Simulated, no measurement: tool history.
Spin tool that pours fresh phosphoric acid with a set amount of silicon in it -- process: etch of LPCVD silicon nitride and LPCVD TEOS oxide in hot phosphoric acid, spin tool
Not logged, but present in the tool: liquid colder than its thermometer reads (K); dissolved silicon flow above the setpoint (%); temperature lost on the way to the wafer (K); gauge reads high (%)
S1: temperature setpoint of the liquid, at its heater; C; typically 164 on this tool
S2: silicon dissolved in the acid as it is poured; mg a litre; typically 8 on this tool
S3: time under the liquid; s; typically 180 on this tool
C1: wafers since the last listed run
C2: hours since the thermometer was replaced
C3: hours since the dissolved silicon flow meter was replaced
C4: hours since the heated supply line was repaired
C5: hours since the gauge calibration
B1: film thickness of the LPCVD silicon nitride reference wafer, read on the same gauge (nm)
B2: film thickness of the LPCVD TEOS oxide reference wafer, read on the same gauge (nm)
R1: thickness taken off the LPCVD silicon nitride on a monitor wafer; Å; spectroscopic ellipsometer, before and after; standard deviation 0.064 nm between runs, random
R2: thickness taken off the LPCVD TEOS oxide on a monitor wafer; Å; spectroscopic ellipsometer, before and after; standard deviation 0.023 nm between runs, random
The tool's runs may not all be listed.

| run | day | S1 | S2 | S3 | C1 | C2 | C3 | C4 | C5 | B1 | B2 | R1 | R2 |
|---|---|---|---|---|---|---|---|---|---|---|---|---|---|
| 1 | 0 | 164 | 8 | 180 | 0 | 2265.8 | 962.2 | 3029.8 | 104.6 | 149.99 | 109.981 | 147 | 3.92 |
| 2 | 0.933 | 164 | 8 | 180 | 154 | 2288.2 | 984.6 | 3052.2 | 127 | 150 | 109.963 | 147.3 | 4 |
| 3 | 1.621 | 164 | 8 | 180 | 113 | 2304.7 | 1001.1 | 3068.7 | 143.5 | 150.01 | 109.985 | 147.4 | 3.91 |
| 4 | 2.375 | 164 | 8 | 180 | 124 | 2322.8 | 1019.2 | 3086.8 | 161.6 | 150.02 | 110.013 | 147.2 | 3.99 |
| 5 | 3.642 | 164 | 10.5 | 120 | 209 | 2353.2 | 1049.6 | 3117.2 | 192 | 149.99 | 110.015 | 97.9 | 2.58 |
| 6 | 4.938 | 164 | 10 | 180 | 213 | 2384.3 | 1080.7 | 3148.3 | 223.1 | 149.99 | 109.998 | 146.9 | 3.93 |
|  | 6.371 | dissolved silicon flow meter replaced |
|  | 6.412 | thermometer replaced |
| 7 | 6.433 | 164 | 8 | 180 | 233 | 0.5 | 1.5 | 3184.2 | 259 | 150 | 109.995 | 146.9 | 3.87 |
| 8 | 7.058 | 164 | 8 | 180 | 103 | 15.5 | 16.5 | 3199.2 | 274 | 150.02 | 109.996 | 146.3 | 3.9 |
| 9 | 7.804 | 164 | 8 | 180 | 123 | 33.4 | 34.4 | 3217.1 | 291.9 | 149.99 | 109.965 | 147.4 | 3.98 |
| 10 | 9.142 | 163 | 2 | 215 | 220 | 65.5 | 66.5 | 3249.2 | 324 | 149.98 | 110.002 | 168.5 | 4.69 |
| 11 | 10.171 | 164 | 10 | 180 | 169 | 90.2 | 91.2 | 3273.9 | 348.7 | 149.98 | 110.011 | 145.9 | 3.54 |

Run 12 has not been measured yet. What should we expect?
| 12 | 11.304 | 163 | 2 | 215 | 187 | 117.4 | 118.4 | 3301.1 | 375.9 | ? | ? | ? | ? |

{"run 12": {"B1": 150, "B2": 110.008, "R1": 169.7, "R2": 4.66}}
Without the tool's hidden state the same run would have given R1 198.3 Å, R2 6.57 Å.
